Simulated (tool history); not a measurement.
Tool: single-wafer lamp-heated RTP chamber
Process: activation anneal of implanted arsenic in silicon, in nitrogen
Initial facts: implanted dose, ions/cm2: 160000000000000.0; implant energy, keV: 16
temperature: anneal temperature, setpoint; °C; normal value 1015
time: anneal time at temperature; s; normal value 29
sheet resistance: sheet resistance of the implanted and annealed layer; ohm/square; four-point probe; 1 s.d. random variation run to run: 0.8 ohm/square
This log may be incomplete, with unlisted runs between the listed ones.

run	hour	temperature	time	read-back reference wafer on the same gauge, sheet resistance	sheet resistance
1	0	1015	29	643.4	541.34
2	58.5	1015	29	643.54	541.77
3	159	1015	29	643.37	542.54
4	250.6	1015	29	644.01	544.27
5	287.9	1015	29	644	542.84
6	329.6	1015	29	644.26	543.69
7	415.7	1015	29	644.37	543.15
8	467	1015	29	644.95	542.98
9	520.9	1021	29	644.73	543.66
10	624.2	1021	29	645.3	541.9
11	694.7	1015	43	645.04	539.72
12	756	1015	43	645.26	540.11
13	814.4	1015	43	645.15	541.68
14	914.5	1015	29	645.12	543.94
15	961.1	993	39	645.18	546.27
16	1060	1015	29	645.39	544.8
17	1121	1021	29	632.51	532.35
18	1173	1027	13	633	536.11
19	1276.5	995	40	634.49	537.32
20	1409.3	1015	29	635.87	536.67
21	1508.4	1015	29	636.85	537.86
22	1561.8	1039	15	637.53	538.98
23	1611.9	1015	20	637.56	540.39
24	1648.6	1043	38	638.34	529.14
25	1696.7	1015	40	638.88	535.14
26	1774.9	995	23	639.13	544.85
27	1846.8	986	37	639.77	542.43
28	1907.2	996	16	639.66	546.35

Not shown: 9 entries that the log had between the listed runs. Between which runs, and how does the tool's hidden state differ before and after?
Logged between run 2 and run 3: pyrometer window cleaned and pyrometer calibrated (hour 75.3)
  gauge reads high (%): 1.63 -> 1.69
  what was measured, less what the result would be without the hidden state, sheet resistance: +8.7 -> +9.02 ohm/square
Logged between run 6 and run 7: reflector plate cleaned (hour 364.7)
  gauge reads high (%): 1.78 -> 1.81
  what was measured, less what the result would be without the hidden state, sheet resistance: +9.48 -> +9.66 ohm/square
Logged between run 8 and run 9: pyrometer window cleaned and pyrometer calibrated (hour 513.5)
  gauge reads high (%): 1.83 -> 1.85
  what was measured, less what the result would be without the hidden state, sheet resistance: +9.76 -> +9.88 ohm/square
Logged between run 14 and run 15: pyrometer window cleaned and pyrometer calibrated (hour 931.2)
  gauge reads high (%): 1.95 -> 1.96
  what was measured, less what the result would be without the hidden state, sheet resistance: +10.42 -> +10.51 ohm/square
Logged between run 15 and run 16: reflector plate cleaned (hour 1045.7)
  gauge reads high (%): 1.96 -> 1.98
  what was measured, less what the result would be without the hidden state, sheet resistance: +10.51 -> +10.57 ohm/square
Logged between run 16 and run 17: gauge calibrated (hour 1099.8)
  gauge reads high (%): 1.98 -> -0.103
  what was measured, less what the result would be without the hidden state, sheet resistance: +10.57 -> -0.55 ohm/square
Logged between run 19 and run 20: pyrometer window cleaned and pyrometer calibrated (hour 1311.7)
  gauge reads high (%): 0.242 -> 0.484
  what was measured, less what the result would be without the hidden state, sheet resistance: +1.3 -> +2.58 ohm/square
Logged between run 25 and run 26: pyrometer window cleaned and pyrometer calibrated (hour 1736.3)
  gauge reads high (%): 0.88 -> 0.963
  what was measured, less what the result would be without the hidden state, sheet resistance: +4.66 -> +5.2 ohm/square
Logged between run 27 and run 28: reflector plate cleaned (hour 1866.8)
  gauge reads high (%): 1.03 -> 1.09
  what was measured, less what the result would be without the hidden state, sheet resistance: +5.55 -> +5.87 ohm/square
